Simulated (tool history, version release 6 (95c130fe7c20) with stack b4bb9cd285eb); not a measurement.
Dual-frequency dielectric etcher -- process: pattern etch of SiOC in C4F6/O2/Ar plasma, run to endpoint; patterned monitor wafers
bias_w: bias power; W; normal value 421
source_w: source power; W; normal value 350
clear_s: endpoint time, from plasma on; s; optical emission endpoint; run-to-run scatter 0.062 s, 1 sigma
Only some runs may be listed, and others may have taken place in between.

| run | hour | bias_w | source_w | wafers since the last listed run | hours since the last wet clean | hours since the last bias power generator calibration | hours since the last source power generator calibration | hours since the last upper electrode change | incoming incoming film thickness, nm | clear_s |
|---|---|---|---|---|---|---|---|---|---|---|
| 1 | 0.0 | 421 | 410 | 0 | 108.9 | 4630.6 | 3782.8 | 2825.5 | 38.51 | 14.1 |
| 2 | 20.3 | 487 | 350 | 289 | 129.2 | 4650.9 | 3803.1 | 2845.8 | 38.69 | 14.2 |
| 3 | 35.6 | 487 | 350 | 218 | 144.5 | 4666.2 | 3818.4 | 2861.1 | 39.03 | 14.2 |
| 4 | 95.8 | 421 | 350 | 858 | 204.7 | 4726.4 | 3878.6 | 2921.3 | 38.93 | 15.1 |
| 5 | 127.6 | 421 | 350 | 453 | 236.5 | 4758.2 | 3910.4 | 2953.1 | 38.67 | 15.0 |
| 6 | 156.7 | 421 | 350 | 415 | 265.6 | 4787.3 | 3939.5 | 2982.2 | 38.58 | 14.9 |
|  | 207.2 | wet clean of the chamber |
|  | 208.3 | source power generator calibrated |
| 7 | 208.8 | 421 | 350 | 385 | 1.6 | 4839.4 | 0.5 | 3034.3 | 38.99 | 15.0 |
| 8 | 211.1 | 357 | 350 | 32 | 3.9 | 4841.7 | 2.8 | 3036.6 | 39.00 | 16.1 |
| 9 | 223.6 | 421 | 350 | 178 | 16.4 | 4854.2 | 15.3 | 3049.1 | 38.49 | 15.0 |
|  | 249.9 | upper electrode replaced |
| 10 | 250.4 | 495 | 410 | 39 | 43.2 | 4881.0 | 42.1 | 0.5 | 38.78 | 13.2 |
| 11 | 276.6 | 495 | 410 | 373 | 69.4 | 4907.2 | 68.3 | 26.7 | 38.81 | 13.1 |
| 12 | 297.9 | 495 | 410 | 303 | 90.7 | 4928.5 | 89.6 | 48.0 | 39.36 | 13.4 |
| 13 | 320.2 | 421 | 370 | 318 | 113.0 | 4950.8 | 111.9 | 70.3 | 38.70 | 14.7 |
| 14 | 336.7 | 421 | 370 | 235 | 129.5 | 4967.3 | 128.4 | 86.8 | 38.82 | 14.7 |
| 15 | 357.2 | 421 | 400 | 292 | 150.0 | 4987.8 | 148.9 | 107.3 | 38.49 | 14.2 |
| 16 | 378.6 | 501 | 420 | 305 | 171.4 | 5009.2 | 170.3 | 128.7 | 38.97 | 13.1 |
| 17 | 398.1 | 523 | 390 | 278 | 190.9 | 5028.7 | 189.8 | 148.2 | 38.70 | 13.2 |
| 18 | 410.6 | 421 | 440 | 178 | 203.4 | 5041.2 | 202.3 | 160.7 | 38.75 | 13.7 |
| 19 | 422.7 | 421 | 370 | 172 | 215.5 | 5053.3 | 214.4 | 172.8 | 38.43 | 14.6 |
| 20 | 451.2 | 523 | 270 | 406 | 244.0 | 5081.8 | 242.9 | 201.3 | 38.74 | 15.3 |
| 21 | 474.0 | 379 | 280 | 325 | 266.8 | 5104.6 | 265.7 | 224.1 | 38.98 | 17.4 |
| 22 | 487.3 | 316 | 440 | 189 | 280.1 | 5117.9 | 279.0 | 237.4 | 38.24 | 15.1 |
|  | 496.2 | bias power generator calibrated |
| 23 | 516.3 | 385 | 410 | 356 | 309.1 | 20.1 | 308.0 | 266.4 | 38.84 | 14.7 |

The next listed run, before its measurement:
| 24 | 552.1 | 421 | 350 | 510 | 344.9 | 55.9 | 343.8 | 302.2 | 39.13 | ? |

For run 24 the tool returned clear_s 15.1 s.
On a tool with no hidden condition, and with the same random variation, this run would have come out at clear_s 15.1 s.

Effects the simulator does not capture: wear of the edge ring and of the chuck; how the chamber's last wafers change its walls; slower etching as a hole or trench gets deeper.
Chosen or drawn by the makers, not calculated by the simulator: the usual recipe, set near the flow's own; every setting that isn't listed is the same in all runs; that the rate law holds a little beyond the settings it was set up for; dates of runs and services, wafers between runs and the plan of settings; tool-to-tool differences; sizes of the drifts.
